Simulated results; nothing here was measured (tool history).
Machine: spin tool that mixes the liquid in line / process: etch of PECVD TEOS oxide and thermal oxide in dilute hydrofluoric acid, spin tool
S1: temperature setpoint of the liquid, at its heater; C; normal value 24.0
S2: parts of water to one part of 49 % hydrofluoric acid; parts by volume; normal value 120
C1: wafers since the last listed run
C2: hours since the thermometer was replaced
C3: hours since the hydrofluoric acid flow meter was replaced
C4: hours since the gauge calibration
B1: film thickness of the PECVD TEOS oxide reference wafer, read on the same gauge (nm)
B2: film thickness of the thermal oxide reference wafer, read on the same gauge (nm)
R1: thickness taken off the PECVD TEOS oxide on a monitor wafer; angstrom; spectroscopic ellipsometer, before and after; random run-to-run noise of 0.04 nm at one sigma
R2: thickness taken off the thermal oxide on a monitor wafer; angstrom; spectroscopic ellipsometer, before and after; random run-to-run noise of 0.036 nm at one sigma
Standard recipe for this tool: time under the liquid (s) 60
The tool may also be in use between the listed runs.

{"run": 1, "day": 0.0, "S1": 25.0, "S2": 120, "time under the liquid (s)": 60, "C1": 0, "C2": 140.4, "C3": 1651.7, "C4": 811.3, "B1": 40.03, "B2": 30.034, "R1": 56.4, "R2": 25.64}
{"run": 2, "day": 2.017, "S1": 25.0, "S2": 120, "time under the liquid (s)": 60, "C1": 386, "C2": 188.8, "C3": 1700.1, "C4": 859.7, "B1": 40.0, "B2": 30.001, "R1": 56.6, "R2": 26.34}
{"run": 3, "day": 4.521, "S1": 25.0, "S2": 120, "time under the liquid (s)": 60, "C1": 479, "C2": 248.9, "C3": 1760.2, "C4": 919.8, "B1": 39.99, "B2": 30.014, "R1": 57.3, "R2": 25.76}
{"day": 4.612, "done": "gauge calibrated"}
{"run": 4, "day": 6.225, "S1": 24.0, "S2": 120, "time under the liquid (s)": 60, "C1": 326, "C2": 289.8, "C3": 1801.1, "C4": 38.7, "B1": 40.01, "B2": 30.011, "R1": 55.2, "R2": 24.85}
{"run": 5, "day": 9.221, "S1": 24.0, "S2": 120, "time under the liquid (s)": 60, "C1": 573, "C2": 361.7, "C3": 1873.0, "C4": 110.6, "B1": 40.01, "B2": 30.009, "R1": 55.9, "R2": 25.7}
{"run": 6, "day": 11.829, "S1": 24.0, "S2": 120, "time under the liquid (s)": 60, "C1": 499, "C2": 424.3, "C3": 1935.6, "C4": 173.2, "B1": 40.01, "B2": 30.009, "R1": 55.7, "R2": 25.77}
{"run": 7, "day": 14.154, "S1": 24.0, "S2": 120, "time under the liquid (s)": 60, "C1": 445, "C2": 480.1, "C3": 1991.4, "C4": 229.0, "B1": 39.98, "B2": 29.996, "R1": 56.3, "R2": 25.0}
{"run": 8, "day": 16.121, "S1": 24.0, "S2": 120, "time under the liquid (s)": 60, "C1": 376, "C2": 527.3, "C3": 2038.6, "C4": 276.2, "B1": 40.0, "B2": 29.988, "R1": 56.2, "R2": 26.01}
{"run": 9, "day": 17.542, "S1": 26.5, "S2": 120, "time under the liquid (s)": 60, "C1": 272, "C2": 561.4, "C3": 2072.7, "C4": 310.3, "B1": 39.99, "B2": 29.976, "R1": 62.1, "R2": 28.3}
{"run": 10, "day": 18.588, "S1": 26.5, "S2": 120, "time under the liquid (s)": 60, "C1": 200, "C2": 586.5, "C3": 2097.8, "C4": 335.4, "B1": 39.99, "B2": 29.997, "R1": 62.2, "R2": 28.39}
{"run": 11, "day": 19.875, "S1": 24.0, "S2": 120, "time under the liquid (s)": 60, "C1": 246, "C2": 617.4, "C3": 2128.7, "C4": 366.3, "B1": 40.02, "B2": 30.04, "R1": 56.5, "R2": 25.8}
{"run": 12, "day": 22.129, "S1": 24.0, "S2": 120, "time under the liquid (s)": 60, "C1": 431, "C2": 671.5, "C3": 2182.8, "C4": 420.4, "B1": 40.02, "B2": 30.003, "R1": 56.3, "R2": 25.49}
{"run": 13, "day": 24.608, "S1": 21.5, "S2": 135, "time under the liquid (s)": 95, "C1": 474, "C2": 731.0, "C3": 2242.3, "C4": 479.9, "B1": 40.0, "B2": 30.015, "R1": 70.7, "R2": 33.09}
{"run": 14, "day": 27.062, "S1": 24.0, "S2": 120, "time under the liquid (s)": 60, "C1": 469, "C2": 789.9, "C3": 2301.2, "C4": 538.8, "B1": 39.99, "B2": 30.039, "R1": 57.2, "R2": 26.04}
{"day": 28.112, "done": "thermometer replaced"}
{"run": 15, "day": 29.8, "S1": 24.0, "S2": 165, "time under the liquid (s)": 50, "C1": 516, "C2": 40.5, "C3": 2366.9, "C4": 604.5, "B1": 40.0, "B2": 29.985, "R1": 34.3, "R2": 16.06}
{"run": 16, "day": 31.175, "S1": 24.0, "S2": 80, "time under the liquid (s)": 60, "C1": 263, "C2": 73.5, "C3": 2399.9, "C4": 637.5, "B1": 40.0, "B2": 29.979, "R1": 95.2, "R2": 43.28}
{"run": 17, "day": 33.85, "S1": 28.0, "S2": 60, "time under the liquid (s)": 30, "C1": 512, "C2": 137.7, "C3": 2464.1, "C4": 701.7, "B1": 40.03, "B2": 29.985, "R1": 76.0, "R2": 34.07}

What does the tool deliver on the next run?
{"day": 34.442, "done": "hydrofluoric acid flow meter replaced"}
{"run": 18, "day": 36.183, "S1": 22.0, "S2": 120, "time under the liquid (s)": 60, "C1": 438, "C2": 193.7, "C3": 41.8, "C4": 757.7, "B1": "?", "B2": "?", "R1": "?", "R2": "?"}

{"run 18": {"B1": 40.0, "B2": 30.003, "R1": 55.6, "R2": 25.84}}
The same run, on a tool lacking any hidden state, would have yielded R1 49.2 angstrom, R2 22.88 angstrom.

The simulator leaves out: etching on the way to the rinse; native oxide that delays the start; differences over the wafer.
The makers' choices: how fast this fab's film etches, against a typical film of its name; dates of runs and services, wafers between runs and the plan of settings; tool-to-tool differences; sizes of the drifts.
